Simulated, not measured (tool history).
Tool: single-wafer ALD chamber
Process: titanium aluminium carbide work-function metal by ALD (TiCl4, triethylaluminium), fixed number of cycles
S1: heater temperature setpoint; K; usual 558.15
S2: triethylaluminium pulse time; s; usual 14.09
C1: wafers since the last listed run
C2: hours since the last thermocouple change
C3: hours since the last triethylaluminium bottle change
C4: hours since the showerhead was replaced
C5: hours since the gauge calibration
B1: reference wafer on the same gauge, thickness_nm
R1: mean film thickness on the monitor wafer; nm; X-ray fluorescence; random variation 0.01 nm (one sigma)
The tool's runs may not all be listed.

run	hour	S1	S2	C1	C2	C3	C4	C5	B1	R1
1	0	558.15	14.09	0	1552.8	144.5	2748.2	550.4	1.648	1.924
2	67.4	558.15	14.09	484	1620.2	211.9	2815.6	617.8	1.655	1.908
3	127.9	558.15	14.09	434	1680.7	272.4	2876.1	678.3	1.649	1.931
4	170.2	567.15	14.09	303	1723	314.7	2918.4	720.6	1.649	2.016
5	237.5	567.15	14.09	483	1790.3	382	2985.7	787.9	1.645	1.98
6	303.2	567.15	14.09	471	1856	447.7	3051.4	853.6	1.65	1.991
# hour 334.1: triethylaluminium bottle replaced
7	360.7	552.15	17.09	355	1913.5	26.6	3108.9	911.1	1.65	1.866
8	424.1	552.15	17.09	455	1976.9	90	3172.3	974.5	1.65	1.875
9	486.6	552.15	17.09	448	2039.4	152.5	3234.8	1037	1.653	1.865
10	537.9	558.15	14.09	368	2090.7	203.8	3286.1	1088.3	1.649	1.915
11	585.9	558.15	14.09	344	2138.7	251.8	3334.1	1136.3	1.651	1.909
12	650.5	558.15	14.09	463	2203.3	316.4	3398.7	1200.9	1.649	1.912
# hour 676.5: thermocouple changed; heater temperature recalibrated
# hour 712.4: showerhead replaced
13	712.9	550.15	14.09	333	36.4	378.8	0.5	1263.3	1.649	1.867
14	739.4	550.15	14.09	190	62.9	405.3	27	1289.8	1.651	1.879
15	808.8	567.15	14.09	498	132.3	474.7	96.4	1359.2	1.654	2.022
16	858.6	558.15	14.09	357	182.1	524.5	146.2	1409	1.647	1.92
17	901.4	554.15	11.05	307	224.9	567.3	189	1451.8	1.652	1.786
# hour 958.8: triethylaluminium bottle replaced
18	963.6	558.15	14.09	389	287.1	4.8	251.2	1514	1.655	1.974
19	1012.2	554.15	8.63	349	335.7	53.4	299.8	1562.6	1.652	1.842
20	1075.9	558.15	14.09	457	399.4	117.1	363.5	1626.3	1.646	1.97

Forecast run 21:
21	1111.7	549.15	10.66	257	435.2	152.9	399.3	1662.1	?	?

Run 21 gave B1 1.653, R1 1.832 nm.
Without the tool's hidden state the same run would have given R1 1.876 nm.

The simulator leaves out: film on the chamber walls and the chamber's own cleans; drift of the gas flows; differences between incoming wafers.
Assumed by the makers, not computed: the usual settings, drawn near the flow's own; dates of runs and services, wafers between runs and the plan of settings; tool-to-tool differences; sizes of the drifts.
